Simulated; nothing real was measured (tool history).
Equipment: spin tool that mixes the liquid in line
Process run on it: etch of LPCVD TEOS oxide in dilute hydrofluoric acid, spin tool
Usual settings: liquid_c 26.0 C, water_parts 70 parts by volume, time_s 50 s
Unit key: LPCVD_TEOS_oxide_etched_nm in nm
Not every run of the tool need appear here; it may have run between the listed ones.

run,hour,liquid_c,water_parts,time_s,"read-back film thickness of the LPCVD TEOS oxide reference wafer, read on the same gauge (nm)",LPCVD_TEOS_oxide_etched_nm
1,0.0,26.0,70,50,99.94,36.75
2,49.4,26.0,70,50,99.98,36.69
3,302.7,26.0,70,50,99.96,36.46
4,361.2,26.0,70,60,100.02,43.74
5,448.4,26.0,70,50,99.99,36.56
6,546.0,26.0,70,50,100.05,36.38
7,615.6,28.0,70,50,99.99,39.31
8,680.1,28.0,70,50,100.00,39.25
9,739.3,26.0,70,50,100.00,36.49
10,816.8,26.0,70,50,99.99,36.22
# hour 837.6: gauge calibrated
11,865.5,26.0,70,50,100.00,36.13
12,903.3,26.0,70,50,100.02,36.19
13,972.4,29.0,95,50,99.98,28.94
14,1037.5,29.0,95,50,100.00,28.87
15,1139.3,26.0,70,40,100.01,28.93
16,1176.8,26.0,70,40,100.02,28.80
17,1222.8,21.5,95,70,100.03,30.22

For run 18, what comes out?
18,1287.6,26.0,70,50,?,?

Run 18 yielded read-back film thickness of the LPCVD TEOS oxide reference wafer, read on the same gauge (nm) 100.02, LPCVD_TEOS_oxide_etched_nm 36.09 nm.
With no hidden state in the tool, this same run would have given LPCVD_TEOS_oxide_etched_nm 37.10 nm.
